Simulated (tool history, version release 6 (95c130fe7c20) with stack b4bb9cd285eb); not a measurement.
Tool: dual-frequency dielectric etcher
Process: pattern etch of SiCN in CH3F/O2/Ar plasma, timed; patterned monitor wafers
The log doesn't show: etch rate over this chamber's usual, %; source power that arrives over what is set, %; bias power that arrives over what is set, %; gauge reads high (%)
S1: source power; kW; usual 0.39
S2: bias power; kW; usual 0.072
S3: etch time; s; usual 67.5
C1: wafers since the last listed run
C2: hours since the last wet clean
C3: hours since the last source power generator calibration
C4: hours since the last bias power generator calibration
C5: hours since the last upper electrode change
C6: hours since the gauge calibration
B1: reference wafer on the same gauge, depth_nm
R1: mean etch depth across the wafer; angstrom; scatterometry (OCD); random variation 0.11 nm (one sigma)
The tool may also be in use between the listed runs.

run 1 hour=0 | S1=0.39 S2=0.072 S3=67.5 | C1=0 C2=28.5 C3=2743.4 C4=3637.1 C5=2694.8 C6=425.2 | B1=17.78 | R1=221.3
run 2 hour=156.1 | S1=0.39 S2=0.072 S3=67.5 | C1=2290 C2=184.6 C3=2899.5 C4=3793.2 C5=2850.9 C6=581.3 | B1=17.78 | R1=218.2
run 3 hour=207.5 | S1=0.39 S2=0.072 S3=67.5 | C1=754 C2=236 C3=2950.9 C4=3844.6 C5=2902.3 C6=632.7 | B1=17.81 | R1=214.9
run 4 hour=266.9 | S1=0.39 S2=0.072 S3=67.5 | C1=871 C2=295.4 C3=3010.3 C4=3904 C5=2961.7 C6=692.1 | B1=17.77 | R1=214.8
run 5 hour=326.1 | S1=0.39 S2=0.072 S3=67.5 | C1=868 C2=354.6 C3=3069.5 C4=3963.2 C5=3020.9 C6=751.3 | B1=17.79 | R1=215.5
run 6 hour=368 | S1=0.39 S2=0.072 S3=67.5 | C1=614 C2=396.5 C3=3111.4 C4=4005.1 C5=3062.8 C6=793.2 | B1=17.8 | R1=214.9
-- hour=444.9 wet clean of the chamber
run 7 hour=445.4 | S1=0.39 S2=0.072 S3=67.5 | C1=783 C2=0.5 C3=3188.8 C4=4082.5 C5=3140.2 C6=870.6 | B1=17.8 | R1=218.9
run 8 hour=476 | S1=0.39 S2=0.072 S3=67.5 | C1=448 C2=31.1 C3=3219.4 C4=4113.1 C5=3170.8 C6=901.2 | B1=17.8 | R1=219.5
-- hour=508.6 gauge calibrated
run 9 hour=536.9 | S1=0.39 S2=0.072 S3=67.5 | C1=893 C2=92 C3=3280.3 C4=4174 C5=3231.7 C6=28.3 | B1=17.79 | R1=218.4
run 10 hour=584.3 | S1=0.47 S2=0.072 S3=67.5 | C1=695 C2=139.4 C3=3327.7 C4=4221.4 C5=3279.1 C6=75.7 | B1=17.79 | R1=236.9
run 11 hour=615.6 | S1=0.47 S2=0.072 S3=67.5 | C1=459 C2=170.7 C3=3359 C4=4252.7 C5=3310.4 C6=107 | B1=17.82 | R1=235.6
run 12 hour=678.6 | S1=0.33 S2=0.072 S3=67.5 | C1=924 C2=233.7 C3=3422 C4=4315.7 C5=3373.4 C6=170 | B1=17.78 | R1=199.4
run 13 hour=729.2 | S1=0.39 S2=0.062 S3=81 | C1=742 C2=284.3 C3=3472.6 C4=4366.3 C5=3424 C6=220.6 | B1=17.76 | R1=243.9
-- hour=744.7 bias power generator calibrated
run 14 hour=771.4 | S1=0.32 S2=0.072 S3=78.5 | C1=560 C2=326.5 C3=3514.8 C4=26.7 C5=3466.2 C6=262.8 | B1=17.79 | R1=224.4
run 15 hour=799 | S1=0.39 S2=0.072 S3=67.5 | C1=404 C2=354.1 C3=3542.4 C4=54.3 C5=3493.8 C6=290.4 | B1=17.8 | R1=213.4
run 16 hour=864.5 | S1=0.39 S2=0.072 S3=48 | C1=961 C2=419.6 C3=3607.9 C4=119.8 C5=3559.3 C6=355.9 | B1=17.78 | R1=150.8
-- hour=900.4 upper electrode replaced
run 17 hour=919.8 | S1=0.34 S2=0.054 S3=52 | C1=459 C2=474.9 C3=3663.2 C4=175.1 C5=19.4 C6=411.2 | B1=17.83 | R1=139.6
-- hour=946.3 wet clean of the chamber
run 18 hour=946.8 | S1=0.39 S2=0.072 S3=67.5 | C1=44 C2=0.5 C3=3690.2 C4=202.1 C5=46.4 C6=438.2 | B1=17.8 | R1=219.7
run 19 hour=984.1 | S1=0.39 S2=0.072 S3=67.5 | C1=547 C2=37.8 C3=3727.5 C4=239.4 C5=83.7 C6=475.5 | B1=17.78 | R1=220.3
-- hour=996.6 source power generator calibrated
run 20 hour=1103 | S1=0.39 S2=0.084 S3=53.5 | C1=1685 C2=156.7 C3=106.4 C4=358.3 C5=202.6 C6=594.4 | B1=17.81 | R1=183
run 21 hour=1160.9 | S1=0.39 S2=0.072 S3=67.5 | C1=849 C2=214.6 C3=164.3 C4=416.2 C5=260.5 C6=652.3 | B1=17.84 | R1=217.6
run 22 hour=1202.7 | S1=0.31 S2=0.086 S3=53 | C1=613 C2=256.4 C3=206.1 C4=458 C5=302.3 C6=694.1 | B1=17.81 | R1=161.5
run 23 hour=1263.5 | S1=0.33 S2=0.081 S3=54 | C1=892 C2=317.2 C3=266.9 C4=518.8 C5=363.1 C6=754.9 | B1=17.84 | R1=165.8

5 ways to go on from here, each from the tool as it stands after run 23. What would each give?
run A hour=1263.9 | S1=0.39 S2=0.072 S3=67.5 | C1=5 C2=317.6 C3=267.3 C4=519.2 C5=363.5 C6=755.3 | B1=? | R1=?
run B hour=1263.9 | S1=0.39 S2=0.082 S3=83 | C1=5 C2=317.6 C3=267.3 C4=519.2 C5=363.5 C6=755.3 | B1=? | R1=?
run C hour=1263.9 | S1=0.39 S2=0.072 S3=83 | C1=5 C2=317.6 C3=267.3 C4=519.2 C5=363.5 C6=755.3 | B1=? | R1=?
run D hour=1263.9 | S1=0.3 S2=0.061 S3=75 | C1=5 C2=317.6 C3=267.3 C4=519.2 C5=363.5 C6=755.3 | B1=? | R1=?
run E hour=1263.9 | S1=0.39 S2=0.072 S3=83.5 | C1=5 C2=317.6 C3=267.3 C4=519.2 C5=363.5 C6=755.3 | B1=? | R1=?

run=A B1=17.81 R1=215.4
run=B B1=17.81 R1=276.6
run=C B1=17.81 R1=264.8
run=D B1=17.81 R1=200.3
run=E B1=17.81 R1=266.4
Without the tool's hidden state the same runs would have given:
run=A R1=222.1
run=B R1=285.1
run=C R1=273.1
run=D R1=206.5
run=E R1=274.7
